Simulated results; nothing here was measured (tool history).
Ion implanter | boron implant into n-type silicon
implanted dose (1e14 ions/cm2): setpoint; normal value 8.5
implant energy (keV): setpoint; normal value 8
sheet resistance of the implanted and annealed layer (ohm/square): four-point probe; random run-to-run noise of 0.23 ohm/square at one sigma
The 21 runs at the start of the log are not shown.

run   hour  implanted dose (1e14 ions/cm2)  implant energy (keV)  wafers since the last listed run  hours since the last dose calibration  hours since the extraction supply was calibrated  hours since the gauge calibration  read-back reference wafer on the same gauge, sheet resistance  sheet resistance of the implanted and annealed layer (ohm/square)
 22  599.1                            6.12                     8                               473                                  330.8                                              88.8                              199.9                                                         160.97                                                             188.39
 23  633.9                             8.5                     8                               560                                  365.6                                             123.6                              234.7                                                         160.99                                                             152.27
 24  666.5                             8.5                     8                               525                                  398.2                                             156.2                              267.3                                                         160.99                                                             151.91
 25  697.4                           10.96                     9                               498                                  429.1                                             187.1                              298.2                                                         161.01                                                             128.88
 26  720.6                             8.5                     8                               373                                  452.3                                             210.3                              321.4                                                         161.02                                                             151.77
 27    756                           10.87                   6.5                               570                                  487.7                                             245.7                              356.8                                                         160.97                                                             145.39
 28  776.3                            10.6                     6                               327                                    508                                               266                              377.1                                                         160.97                                                             152.12
 29  807.9                            6.04                  10.5                               509                                  539.6                                             297.6                              408.7                                                         160.94                                                             182.86
 30    827                            6.04                  10.5                               307                                  558.7                                             316.7                              427.8                                                         161.05                                                             182.49

Predict each of these 5 candidate next runs independently; none follows another, all start after run 30:
  A  827.4                             8.5                     8                                 6                                  559.1                                             317.1                              428.2                                                              ?                                                                  ?
  B  827.4                            6.07                     9                                 6                                  559.1                                             317.1                              428.2                                                              ?                                                                  ?
  C  827.4                             9.6                     9                                 6                                  559.1                                             317.1                              428.2                                                              ?                                                                  ?
  D  827.4                             8.5                     7                                 6                                  559.1                                             317.1                              428.2                                                              ?                                                                  ?
  E  827.4                            6.63                   6.5                                 6                                  559.1                                             317.1                              428.2                                                              ?                                                                  ?

run  read-back reference wafer on the same gauge, sheet resistance  sheet resistance of the implanted and annealed layer (ohm/square)
  A                                                         161.01                                                             151.71
  B                                                         161.01                                                             185.44
  C                                                         161.01                                                              137.8
  D                                                         161.01                                                             157.39
  E                                                         161.01                                                             185.03
Without the tool's unlogged condition, the same runs would have read:
run  sheet resistance of the implanted and annealed layer (ohm/square)
  A                                                             154.63
  B                                                             190.22
  C                                                             140.33
  D                                                             160.17
  E                                                             189.05
